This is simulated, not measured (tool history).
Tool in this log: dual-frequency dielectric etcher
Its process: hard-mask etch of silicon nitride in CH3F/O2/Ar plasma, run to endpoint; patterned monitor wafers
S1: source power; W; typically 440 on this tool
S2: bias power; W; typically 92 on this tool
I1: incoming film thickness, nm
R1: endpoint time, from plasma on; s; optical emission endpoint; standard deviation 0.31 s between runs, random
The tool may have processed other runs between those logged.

| run | hour | S1 | S2 | I1 | R1 |
|---|---|---|---|---|---|
| 1 | 0.0 | 440 | 92 | 31.08 | 45.6 |
| 2 | 43.5 | 440 | 92 | 31.03 | 45.7 |
|  | 73.8 | wet clean of the chamber |
| 3 | 74.3 | 510 | 92 | 31.46 | 41.9 |
| 4 | 79.6 | 440 | 92 | 31.29 | 44.3 |
| 5 | 96.2 | 510 | 84 | 31.59 | 44.8 |
| 6 | 108.3 | 510 | 84 | 31.44 | 44.9 |
| 7 | 130.5 | 440 | 92 | 31.25 | 45.0 |
| 8 | 152.2 | 440 | 92 | 31.34 | 45.1 |
| 9 | 169.6 | 440 | 92 | 31.29 | 44.5 |
| 10 | 189.6 | 440 | 92 | 31.29 | 44.3 |
| 11 | 220.8 | 440 | 92 | 30.97 | 44.6 |
| 12 | 256.2 | 440 | 92 | 30.96 | 44.6 |
| 13 | 290.6 | 410 | 86 | 31.18 | 49.0 |
| 14 | 317.8 | 490 | 82 | 30.96 | 47.0 |
| 15 | 339.2 | 440 | 99 | 31.09 | 43.6 |
|  | 355.6 | source power generator calibrated |
| 16 | 358.1 | 500 | 108 | 31.50 | 40.7 |
| 17 | 371.8 | 360 | 73 | 31.10 | 57.2 |
|  | 414.8 | bias power generator calibrated |
|  | 415.7 | wet clean of the chamber |
|  | 432.1 | upper electrode replaced |
| 18 | 432.6 | 550 | 92 | 31.24 | 40.2 |
| 19 | 457.6 | 330 | 79 | 31.19 | 53.2 |
| 20 | 473.4 | 350 | 92 | 31.08 | 47.8 |
| 21 | 505.9 | 440 | 92 | 31.35 | 43.9 |
| 22 | 540.5 | 520 | 115 | 30.95 | 36.1 |
| 23 | 572.8 | 390 | 101 | 31.22 | 43.9 |
| 24 | 605.8 | 440 | 107 | 31.06 | 41.4 |
| 25 | 639.5 | 500 | 114 | 30.96 | 37.1 |
| 26 | 652.2 | 520 | 72 | 31.10 | 47.3 |
| 27 | 666.6 | 410 | 106 | 31.18 | 42.7 |
| 28 | 692.5 | 520 | 92 | 31.11 | 41.8 |
| 29 | 707.6 | 440 | 92 | 31.12 | 44.5 |
| 30 | 731.2 | 510 | 105 | 31.18 | 39.6 |
| 31 | 748.2 | 370 | 72 | 31.19 | 56.5 |
| 32 | 785.9 | 440 | 92 | 31.03 | 45.2 |
|  | 814.5 | wet clean of the chamber |
| 33 | 820.6 | 440 | 92 | 31.04 | 43.3 |
| 34 | 855.2 | 340 | 70 | 31.51 | 57.5 |
| 35 | 883.6 | 340 | 98 | 30.97 | 46.5 |

Branching from run 35: 4 alternative next runs. What would each branch give?
| A | 884.0 | 440 | 98 | 31.14 | ? |
| B | 884.0 | 490 | 92 | 31.14 | ? |
| C | 884.0 | 400 | 100 | 31.14 | ? |
| D | 884.0 | 440 | 103 | 31.14 | ? |

| run | R1 |
|---|---|
| A | 41.7 |
| B | 41.4 |
| C | 42.9 |
| D | 40.6 |
With no hidden state in the tool, these same runs would have given:
| run | R1 |
|---|---|
| A | 41.6 |
| B | 41.3 |
| C | 42.8 |
| D | 40.5 |
